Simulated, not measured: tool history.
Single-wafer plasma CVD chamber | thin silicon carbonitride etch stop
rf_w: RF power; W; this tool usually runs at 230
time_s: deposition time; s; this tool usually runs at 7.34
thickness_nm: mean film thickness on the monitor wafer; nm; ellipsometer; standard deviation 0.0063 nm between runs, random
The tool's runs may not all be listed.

| run | hour | rf_w | time_s | read-back reference wafer on the same gauge, thickness_nm | thickness_nm |
|---|---|---|---|---|---|
| 1 | 0.0 | 230 | 7.34 | 3.561 | 4.071 |
| 2 | 51.3 | 230 | 7.34 | 3.561 | 4.060 |
| 3 | 80.6 | 230 | 7.34 | 3.560 | 4.066 |
| 4 | 152.2 | 255 | 6.48 | 3.560 | 3.762 |
| 5 | 215.8 | 230 | 7.34 | 3.558 | 4.043 |
| 6 | 285.4 | 230 | 7.34 | 3.559 | 4.044 |
| 7 | 317.7 | 230 | 7.34 | 3.561 | 4.033 |
| 8 | 361.6 | 190 | 6.93 | 3.561 | 3.431 |
|  | 381.8 | gauge calibrated |
| 9 | 387.1 | 265 | 7.84 | 3.562 | 4.614 |
|  | 419.3 | showerhead replaced |
|  | 509.6 | thermocouple changed; heater temperature recalibrated |
| 10 | 534.2 | 245 | 7.34 | 3.560 | 4.132 |
|  | 543.5 | RF generator calibrated |
| 11 | 583.7 | 230 | 7.34 | 3.559 | 4.199 |
| 12 | 611.3 | 215 | 5.97 | 3.561 | 3.298 |
| 13 | 677.5 | 230 | 7.34 | 3.561 | 4.190 |
| 14 | 810.7 | 190 | 7.34 | 3.562 | 3.769 |

Each row is a separate what-if for the run after 14, all from the same tool condition, not one after another. Results?
| A | 811.1 | 230 | 7.34 | ? | ? |
| B | 811.1 | 250 | 8.25 | ? | ? |
| C | 811.1 | 265 | 8.36 | ? | ? |
| D | 811.1 | 260 | 7.34 | ? | ? |

| run | read-back reference wafer on the same gauge, thickness_nm | thickness_nm |
|---|---|---|
| A | 3.561 | 4.187 |
| B | 3.561 | 4.905 |
| C | 3.561 | 5.110 |
| D | 3.561 | 4.446 |
Take away the tool's hidden state, keep each run's random variation, and the runs would have read:
| run | thickness_nm |
|---|---|
| A | 4.197 |
| B | 4.916 |
| C | 5.122 |
| D | 4.457 |

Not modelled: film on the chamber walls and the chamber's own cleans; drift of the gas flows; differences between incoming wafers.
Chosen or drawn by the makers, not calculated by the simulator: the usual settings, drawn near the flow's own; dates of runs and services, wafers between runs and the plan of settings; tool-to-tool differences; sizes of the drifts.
